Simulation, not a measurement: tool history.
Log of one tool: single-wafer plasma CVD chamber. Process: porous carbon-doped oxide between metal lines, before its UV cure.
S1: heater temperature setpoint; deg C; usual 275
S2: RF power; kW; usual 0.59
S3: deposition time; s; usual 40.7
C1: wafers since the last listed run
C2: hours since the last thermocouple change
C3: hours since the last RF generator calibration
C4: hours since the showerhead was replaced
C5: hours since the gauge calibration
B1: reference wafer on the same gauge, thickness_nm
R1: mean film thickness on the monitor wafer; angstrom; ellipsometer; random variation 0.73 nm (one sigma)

Run 1, hour 0: usual settings but S3 36.3 s; C1 0; C2 2219; C3 902.5; C4 7522.2; C5 140.7; B1 288.212. Result: R1 2352.03 angstrom.
Run 2, hour 17.1: usual settings but S3 36.3 s; C1 336; C2 2236.1; C3 919.6; C4 7539.3; C5 157.8; B1 287.944. Result: R1 2353.1 angstrom.
Run 3, hour 24: usual settings but S1 283 deg C; C1 135; C2 2243; C3 926.5; C4 7546.2; C5 164.7; B1 288.124. Result: R1 2501.22 angstrom.
Run 4, hour 36.5: usual settings but S1 283 deg C; C1 246; C2 2255.5; C3 939; C4 7558.7; C5 177.2; B1 288.079. Result: R1 2508.73 angstrom.
Run 5, hour 44.3: usual settings but S1 283 deg C; C1 153; C2 2263.3; C3 946.8; C4 7566.5; C5 185; B1 287.832. Result: R1 2509.34 angstrom.
Run 6, hour 58.6: usual settings; C1 281; C2 2277.6; C3 961.1; C4 7580.8; C5 199.3; B1 288.044. Result: R1 2636.93 angstrom.
Run 7, hour 71.4: usual settings; C1 252; C2 2290.4; C3 973.9; C4 7593.6; C5 212.1; B1 288.032. Result: R1 2626.98 angstrom.
Run 8, hour 87.8: usual settings; C1 323; C2 2306.8; C3 990.3; C4 7610; C5 228.5; B1 288.03. Result: R1 2637.67 angstrom.
Run 9, hour 104.2: usual settings; C1 323; C2 2323.2; C3 1006.7; C4 7626.4; C5 244.9; B1 288.03. Result: R1 2634.54 angstrom.
Run 10, hour 118.6: usual settings but S1 271 deg C; C1 283; C2 2337.6; C3 1021.1; C4 7640.8; C5 259.3; B1 288.075. Result: R1 2699.07 angstrom.
Run 11, hour 129.5: usual settings but S2 0.675 kW, S3 37.4 s; C1 214; C2 2348.5; C3 1032; C4 7651.7; C5 270.2; B1 287.895. Result: R1 2752.87 angstrom.
Run 12, hour 145.2: usual settings but S2 0.675 kW, S3 37.4 s; C1 309; C2 2364.2; C3 1047.7; C4 7667.4; C5 285.9; B1 288.282. Result: R1 2745.39 angstrom.
Run 13, hour 154.7: usual settings but S2 0.675 kW, S3 37.4 s; C1 187; C2 2373.7; C3 1057.2; C4 7676.9; C5 295.4; B1 287.893. Result: R1 2744.71 angstrom.
At hour 157.9: gauge calibrated.
Run 14, hour 167.2: usual settings; C1 246; C2 2386.2; C3 1069.7; C4 7689.4; C5 9.3; B1 287.991. Result: R1 2645.3 angstrom.
At hour 175.6: showerhead replaced.
Run 15, hour 182.2: usual settings; C1 137; C2 2401.2; C3 1084.7; C4 6.6; C5 24.3; B1 287.831. Result: R1 2627.64 angstrom.
At hour 196.2: thermocouple changed; heater temperature recalibrated.
Run 16, hour 196.7: usual settings but S3 43.6 s; C1 128; C2 0.5; C3 1099.2; C4 21.1; C5 38.8; B1 287.842. Result: R1 2809.98 angstrom.
Run 17, hour 205.6: usual settings but S2 0.67 kW; C1 175; C2 9.4; C3 1108.1; C4 30; C5 47.7; B1 288.051. Result: R1 2954.32 angstrom.
Run 18, hour 220.5: usual settings; C1 293; C2 24.3; C3 1123; C4 44.9; C5 62.6; B1 288.156. Result: R1 2637.68 angstrom.

Forecast run 19:
Run 19, hour 236: usual settings but S2 0.5 kW; C1 305; C2 39.8; C3 1138.5; C4 60.4; C5 78.1; B1 ?. Result: R1 ?.

B1: 288.021
R1: 2224.01 angstrom
Without the tool's hidden state the same run would have given R1 2224.01 angstrom.
